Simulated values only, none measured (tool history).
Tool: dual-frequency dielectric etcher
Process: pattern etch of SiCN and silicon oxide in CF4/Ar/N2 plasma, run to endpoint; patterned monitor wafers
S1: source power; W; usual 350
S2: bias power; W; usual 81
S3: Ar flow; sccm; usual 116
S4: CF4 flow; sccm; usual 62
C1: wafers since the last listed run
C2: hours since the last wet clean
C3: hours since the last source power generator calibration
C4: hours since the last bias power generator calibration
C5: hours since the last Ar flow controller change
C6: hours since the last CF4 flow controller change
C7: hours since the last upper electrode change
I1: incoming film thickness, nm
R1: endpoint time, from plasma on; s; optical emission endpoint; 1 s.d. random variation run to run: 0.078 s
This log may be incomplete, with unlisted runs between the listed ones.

run,hour,S1,S2,S3,S4,C1,C2,C3,C4,C5,C6,C7,I1,R1
1,0,350,93,116,62,0,434.4,4359.3,0.5,2273.7,2151.1,5572.1,10.59,13.7
2,104.9,350,93,116,62,1489,539.3,4464.2,105.4,2378.6,2256,5677,10.58,14
# hour 191.3: wet clean of the chamber
3,191.8,350,93,116,62,893,0.5,4551.1,192.3,2465.5,2342.9,5763.9,10.58,13.8
4,216.3,350,81,97,62,347,25,4575.6,216.8,2490,2367.4,5788.4,10.55,13.9
5,320.4,350,81,97,62,1478,129.1,4679.7,320.9,2594.1,2471.5,5892.5,10.63,14.1
6,398,350,81,116,62,1102,206.7,4757.3,398.5,2671.7,2549.1,5970.1,10.56,14.5
# hour 500: upper electrode replaced
7,500.5,350,81,138,62,1115,309.2,4859.8,501,2774.2,2651.6,0.5,10.65,15
8,580.5,420,97,129,69,1136,389.2,4939.8,581,2854.2,2731.6,80.5,10.49,11.3
9,643.1,350,94,116,58,889,451.8,5002.4,643.6,2916.8,2794.2,143.1,10.61,14
# hour 694.4: wet clean of the chamber
# hour 705.6: CF4 flow controller replaced
10,749.8,300,73,116,51,1089,55.4,5109.1,750.3,3023.5,44.2,249.8,10.56,17.8
# hour 761.9: source power generator calibrated
# hour 775.9: Ar flow controller replaced
11,808.7,350,81,116,62,694,114.3,46.8,809.2,32.8,103.1,308.7,10.58,14.5
12,894.5,350,91,137,51,1218,200.1,132.6,895,118.6,188.9,394.5,10.53,14.7
13,993.8,270,96,92,55,1410,299.4,231.9,994.3,217.9,288.2,493.8,10.61,17.5
14,1097.4,350,81,116,62,1471,403,335.5,1097.9,321.5,391.8,597.4,10.58,14.4
15,1196,350,81,116,62,1400,501.6,434.1,1196.5,420.1,490.4,696,10.56,14.4
# hour 1268.9: wet clean of the chamber
16,1286.7,350,91,100,77,947,17.8,524.8,1287.2,510.8,581.1,786.7,10.56,13.2
17,1353.8,400,81,128,62,953,84.9,591.9,1354.3,577.9,648.2,853.8,10.7,13.1
18,1415.3,350,81,116,70,873,146.4,653.4,1415.8,639.4,709.7,915.3,10.66,14.5
19,1479.3,350,92,116,62,909,210.4,717.4,1479.8,703.4,773.7,979.3,10.51,13.8
20,1566.4,350,81,116,62,1237,297.5,804.5,1566.9,790.5,860.8,1066.4,10.67,14.4
21,1608.7,350,74,90,62,600,339.8,846.8,1609.2,832.8,903.1,1108.7,10.67,14.5
22,1711.1,420,81,116,76,1454,442.2,949.2,1711.6,935.2,1005.5,1211.1,10.68,11.8
23,1804.3,350,81,136,62,1323,535.4,1042.4,1804.8,1028.4,1098.7,1304.3,10.6,14.9

Alternative continuations, all from the tool just after run 23; predict every row:
A,1804.7,350,81,116,77,5,535.8,1042.8,1805.2,1028.8,1099.1,1304.7,10.68,?
B,1804.7,350,69,116,62,5,535.8,1042.8,1805.2,1028.8,1099.1,1304.7,10.68,?
C,1804.7,350,81,143,74,5,535.8,1042.8,1805.2,1028.8,1099.1,1304.7,10.68,?
D,1804.7,270,93,107,67,5,535.8,1042.8,1805.2,1028.8,1099.1,1304.7,10.68,?
E,1804.7,350,81,98,62,5,535.8,1042.8,1805.2,1028.8,1099.1,1304.7,10.68,?

run,R1
A,14.2
B,15.3
C,14.8
D,17.8
E,14.1
With no hidden state in the tool, these same runs would have given:
run,R1
A,14.2
B,15.3
C,14.8
D,17.8
E,14.1
